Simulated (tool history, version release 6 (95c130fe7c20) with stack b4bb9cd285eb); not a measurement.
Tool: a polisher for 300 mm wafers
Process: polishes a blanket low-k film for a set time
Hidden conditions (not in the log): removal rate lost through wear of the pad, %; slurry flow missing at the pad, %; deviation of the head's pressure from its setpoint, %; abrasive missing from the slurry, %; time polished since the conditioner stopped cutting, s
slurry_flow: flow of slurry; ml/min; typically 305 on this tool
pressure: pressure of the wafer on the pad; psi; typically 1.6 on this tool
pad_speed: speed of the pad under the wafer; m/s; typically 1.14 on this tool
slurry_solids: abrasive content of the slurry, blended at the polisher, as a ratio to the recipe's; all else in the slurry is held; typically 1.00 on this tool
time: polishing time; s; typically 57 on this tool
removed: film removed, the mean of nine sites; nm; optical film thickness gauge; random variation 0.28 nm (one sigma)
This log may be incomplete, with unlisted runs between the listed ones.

run,hour,slurry_flow,pressure,pad_speed,slurry_solids,time,wafers since the last listed run,wafers polished on this pad,hours since the slurry nozzle was cleaned,hours since the head pressure was calibrated,hours since the slurry blender was calibrated,hours since the conditioning disc was replaced,"incoming thickness of the incoming film, nm",removed
1,0.0,305,1.5,1.14,1.00,57,0,2514,611.4,15.0,283.7,177.3,417.5,15.9
# hour 8.0: slurry blender recalibrated
# hour 45.7: slurry nozzle cleaned
2,52.7,305,1.5,1.14,1.00,57,668,3183,7.0,67.7,44.7,230.0,425.3,15.2
# hour 112.9: worn pad replaced by a new one
# hour 164.3: conditioning disc replaced and pad reconditioned
3,187.4,305,1.6,1.14,1.00,57,1732,975,141.7,202.4,179.4,23.1,414.3,17.7
4,223.5,305,1.6,1.14,1.00,57,485,1461,177.8,238.5,215.5,59.2,417.7,17.7
# hour 308.6: slurry blender recalibrated
5,316.9,305,1.6,1.14,1.00,57,1230,2691,271.2,331.9,8.3,152.6,417.9,17.4
6,366.3,305,1.6,1.14,1.00,57,664,3356,320.6,381.3,57.7,202.0,417.0,16.4
7,432.5,305,1.6,1.14,1.00,57,891,4247,386.8,447.5,123.9,268.2,425.1,15.9
# hour 464.1: worn pad replaced by a new one
# hour 491.0: conditioning disc replaced and pad reconditioned
8,534.7,305,1.6,1.14,1.00,57,1294,923,489.0,549.7,226.1,43.7,413.8,18.1
9,591.9,305,1.6,1.14,1.00,57,769,1693,546.2,606.9,283.3,100.9,424.1,18.1
10,638.7,305,1.6,1.14,1.00,57,629,2323,593.0,653.7,330.1,147.7,419.6,17.8
# hour 689.0: slurry blender recalibrated
11,722.7,305,1.6,1.14,1.00,57,1103,3426,677.0,737.7,33.7,231.7,422.7,16.8
12,766.4,305,1.6,1.14,1.00,57,588,4015,720.7,781.4,77.4,275.4,416.1,16.3
# hour 801.5: worn pad replaced by a new one
# hour 809.9: conditioning disc replaced and pad reconditioned
13,842.7,305,1.1,1.14,1.00,75,946,526,797.0,857.7,153.7,32.8,419.7,18.0
# hour 872.1: slurry nozzle cleaned
14,897.6,305,1.6,0.82,0.75,57,725,1252,25.5,912.6,208.6,87.7,411.0,12.5
# hour 991.0: head pressure recalibrated
15,992.0,395,1.8,1.14,1.00,57,1243,2496,119.9,1.0,303.0,182.1,420.0,19.2
# hour 1040.4: slurry blender recalibrated
16,1063.9,305,1.3,1.14,1.00,46,940,3437,191.8,72.9,23.5,254.0,415.6,11.6
# hour 1123.5: conditioning disc replaced and pad reconditioned
17,1131.3,365,1.6,1.14,1.00,57,880,4317,259.2,140.3,90.9,7.8,424.3,16.4
# hour 1151.8: worn pad replaced by a new one
18,1236.7,305,1.6,1.14,1.00,57,1364,1142,364.6,245.7,196.3,113.2,416.9,17.8
19,1291.4,205,1.6,1.14,1.15,44,736,1878,419.3,300.4,251.0,167.9,420.7,13.3
# hour 1347.8: slurry blender recalibrated
20,1356.2,305,1.6,1.14,1.00,57,845,2723,484.1,365.2,8.4,232.7,424.3,17.1
21,1444.5,205,1.6,1.14,1.00,39,1188,3912,572.4,453.5,96.7,321.0,419.9,10.8
# hour 1456.5: conditioning disc replaced and pad reconditioned
# hour 1477.0: worn pad replaced by a new one
22,1497.0,260,1.9,1.14,1.00,40,625,269,624.9,506.0,149.2,40.5,421.6,14.9
# hour 1521.7: slurry nozzle cleaned
23,1536.7,225,1.6,1.14,1.00,57,520,790,15.0,545.7,188.9,80.2,416.0,17.5
24,1606.0,235,1.6,1.14,0.75,68,932,1723,84.3,615.0,258.2,149.5,422.9,18.3

Each row is a separate what-if for the run after 24, all from the same tool condition, not one after another. Results?
A,1606.4,305,1.6,1.14,0.80,57,5,1728,84.7,615.4,258.6,149.9,421.0,?
B,1606.4,305,1.8,1.02,0.85,72,5,1728,84.7,615.4,258.6,149.9,421.0,?
C,1606.4,265,1.6,0.80,0.80,57,5,1728,84.7,615.4,258.6,149.9,421.0,?
D,1606.4,305,1.6,0.96,1.00,74,5,1728,84.7,615.4,258.6,149.9,421.0,?
E,1606.4,305,1.6,1.14,1.25,57,5,1728,84.7,615.4,258.6,149.9,421.0,?

run,removed
A,16.7
B,21.5
C,12.4
D,20.4
E,19.4
The same runs, with their run-to-run variation unchanged, on a tool lacking any hidden condition would have given:
run,removed
A,17.6
B,22.7
C,13.1
D,21.5
E,20.5
